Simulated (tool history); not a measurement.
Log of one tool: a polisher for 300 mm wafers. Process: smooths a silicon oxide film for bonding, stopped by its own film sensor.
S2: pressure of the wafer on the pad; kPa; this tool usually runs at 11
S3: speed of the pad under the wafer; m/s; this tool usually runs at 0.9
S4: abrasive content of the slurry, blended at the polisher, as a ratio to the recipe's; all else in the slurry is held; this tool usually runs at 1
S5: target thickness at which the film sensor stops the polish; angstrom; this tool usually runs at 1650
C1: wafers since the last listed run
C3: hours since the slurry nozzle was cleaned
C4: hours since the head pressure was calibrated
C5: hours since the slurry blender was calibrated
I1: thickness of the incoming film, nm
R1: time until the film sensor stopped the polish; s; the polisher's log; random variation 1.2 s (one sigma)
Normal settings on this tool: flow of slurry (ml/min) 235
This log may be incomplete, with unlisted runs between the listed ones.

run 1 hour=0 | flow_of_slurry_(ml/min)=235 S2=11 S3=0.9 S4=1 S5=1650 | C1=0 wafers_polished_on_this_pad=958 C3=704.6 C4=927.4 C5=293.3 | I1=196.6 | R1=70.1
-- hour=1.8 worn pad replaced by a new one
run 2 hour=26.2 | flow_of_slurry_(ml/min)=270 S2=11 S3=0.9 S4=1.1 S5=1650 | C1=317 wafers_polished_on_this_pad=317 C3=730.8 C4=953.6 C5=319.5 | I1=198 | R1=69.9
-- hour=79 worn pad replaced by a new one
run 3 hour=83.8 | flow_of_slurry_(ml/min)=270 S2=11 S3=0.9 S4=1.1 S5=1650 | C1=698 wafers_polished_on_this_pad=62 C3=788.4 C4=1011.2 C5=377.1 | I1=198.5 | R1=71.4
run 4 hour=97 | flow_of_slurry_(ml/min)=270 S2=11 S3=0.9 S4=1.1 S5=1650 | C1=172 wafers_polished_on_this_pad=234 C3=801.6 C4=1024.4 C5=390.3 | I1=200.4 | R1=74.3
-- hour=132.5 slurry nozzle cleaned
run 5 hour=133 | flow_of_slurry_(ml/min)=235 S2=13.1 S3=0.9 S4=1 S5=1650 | C1=456 wafers_polished_on_this_pad=690 C3=0.5 C4=1060.4 C5=426.3 | I1=198.2 | R1=64.9
-- hour=145.6 worn pad replaced by a new one
run 6 hour=148.5 | flow_of_slurry_(ml/min)=235 S2=13.1 S3=0.9 S4=1 S5=1650 | C1=149 wafers_polished_on_this_pad=37 C3=16 C4=1075.9 C5=441.8 | I1=200.9 | R1=71.5
run 7 hour=180.7 | flow_of_slurry_(ml/min)=295 S2=11 S3=0.9 S4=1 S5=1650 | C1=419 wafers_polished_on_this_pad=456 C3=48.2 C4=1108.1 C5=474 | I1=200.4 | R1=75.4
-- hour=184.1 head pressure recalibrated
-- hour=200.9 slurry blender recalibrated
run 8 hour=206.7 | flow_of_slurry_(ml/min)=165 S2=11 S3=1.14 S4=0.75 S5=1770 | C1=286 wafers_polished_on_this_pad=743 C3=74.2 C4=22.6 C5=5.8 | I1=204.6 | R1=67
-- hour=211.5 worn pad replaced by a new one
run 9 hour=240.8 | flow_of_slurry_(ml/min)=235 S2=9 S3=0.9 S4=1 S5=1650 | C1=392 wafers_polished_on_this_pad=381 C3=108.3 C4=56.7 C5=39.9 | I1=199.1 | R1=104.6
-- hour=252.2 slurry blender recalibrated, repeated, since the last time left the tool worse
run 10 hour=263.2 | flow_of_slurry_(ml/min)=205 S2=11 S3=0.9 S4=1.15 S5=1750 | C1=265 wafers_polished_on_this_pad=647 C3=130.7 C4=79.1 C5=11 | I1=202 | R1=52.2
-- hour=278.1 worn pad replaced by a new one
run 11 hour=285.6 | flow_of_slurry_(ml/min)=275 S2=8.3 S3=0.58 S4=1.25 S5=1650 | C1=239 wafers_polished_on_this_pad=97 C3=153.1 C4=101.5 C5=33.4 | I1=199.7 | R1=109
run 12 hour=303.7 | flow_of_slurry_(ml/min)=235 S2=11 S3=1.02 S4=1.15 S5=1530 | C1=235 wafers_polished_on_this_pad=333 C3=171.2 C4=119.6 C5=51.5 | I1=196.8 | R1=78.8

Run 13 is up next; what results do you expect?
run 13 hour=327.7 | flow_of_slurry_(ml/min)=235 S2=11 S3=1.02 S4=1.15 S5=1530 | C1=312 wafers_polished_on_this_pad=646 C3=195.2 C4=143.6 C5=75.5 | I1=196.9 | R1=?

Run 13 yielded R1 78.1 s.
If the tool had no hidden condition, the same run with the same run-to-run variation would have returned R1 75.1 s.

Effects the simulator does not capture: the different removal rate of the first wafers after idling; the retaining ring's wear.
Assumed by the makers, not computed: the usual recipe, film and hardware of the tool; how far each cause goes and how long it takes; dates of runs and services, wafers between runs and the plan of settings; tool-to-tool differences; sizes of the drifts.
